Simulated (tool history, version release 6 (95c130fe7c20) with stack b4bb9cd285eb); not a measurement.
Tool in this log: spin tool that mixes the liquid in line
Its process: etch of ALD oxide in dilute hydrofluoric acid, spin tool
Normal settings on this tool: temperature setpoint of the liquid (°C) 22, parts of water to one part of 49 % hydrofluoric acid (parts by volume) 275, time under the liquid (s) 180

run	hour	temperature setpoint of the liquid (°C)	parts of water to one part of 49 % hydrofluoric acid (parts by volume)	time under the liquid (s)	wafers since the last listed run	hours since the thermometer was replaced	hours since the hydrofluoric acid flow meter was replaced	hours since the gauge calibration	read-back film thickness of the ALD oxide reference wafer, read on the same gauge (nm)	thickness taken off the ALD oxide on a monitor wafer (nm)
1	0	22	330	180	0	1103.4	468.3	172.9	99.977	3.773
# hour 83.6: hydrofluoric acid flow meter replaced
2	107.6	22	275	220	1078	1211	24	280.5	99.991	5.719
# hour 119.1: thermometer replaced
3	198	22	275	180	904	78.9	114.4	370.9	99.985	4.966
4	236.5	22	275	180	389	117.4	152.9	409.4	100.005	4.911
5	282.8	22	275	180	468	163.7	199.2	455.7	100.004	4.875
6	380.9	22	275	180	992	261.8	297.3	553.8	99.996	4.897
7	425.7	22	275	180	453	306.6	342.1	598.6	99.995	4.877
8	516.2	22	275	180	915	397.1	432.6	689.1	99.991	4.912
9	607.4	22	275	180	922	488.3	523.8	780.3	99.984	4.839
10	654.2	22	275	180	473	535.1	570.6	827.1	100.009	4.792
# hour 670: hydrofluoric acid flow meter replaced
11	746	20	365	180	918	626.9	76	918.9	99.979	3.117
12	805.3	20	365	180	599	686.2	135.3	978.2	99.988	3.11
13	887.8	22	275	180	834	768.7	217.8	1060.7	99.992	4.761
14	994.2	22	275	180	1076	875.1	324.2	1167.1	99.997	4.778
15	1059.3	20.5	275	245	658	940.2	389.3	1232.2	99.993	6.181
16	1116.4	22	275	180	577	997.3	446.4	1289.3	100.02	4.801
17	1199.7	22	375	90	842	1080.6	529.7	1372.6	100.012	1.589
# hour 1235.5: hydrofluoric acid flow meter replaced
18	1267.1	20.5	275	70	671	1148	31.6	1440	99.995	1.739
19	1359	23.5	275	90	929	1239.9	123.5	1531.9	99.986	2.487
20	1437.2	22	275	180	791	1318.1	201.7	1610.1	99.997	4.727

Forecast run 21:
# hour 1476.4: thermometer replaced
# hour 1524.6: gauge calibrated
21	1536.5	22	190	220	994	60.1	301	11.9	?	?

Run 21 measured read-back film thickness of the ALD oxide reference wafer, read on the same gauge (nm) 100.017, thickness taken off the ALD oxide on a monitor wafer (nm) 8.676.
If the tool had no hidden condition, the same run with the same run-to-run variation would have returned thickness taken off the ALD oxide on a monitor wafer (nm) 9.377.
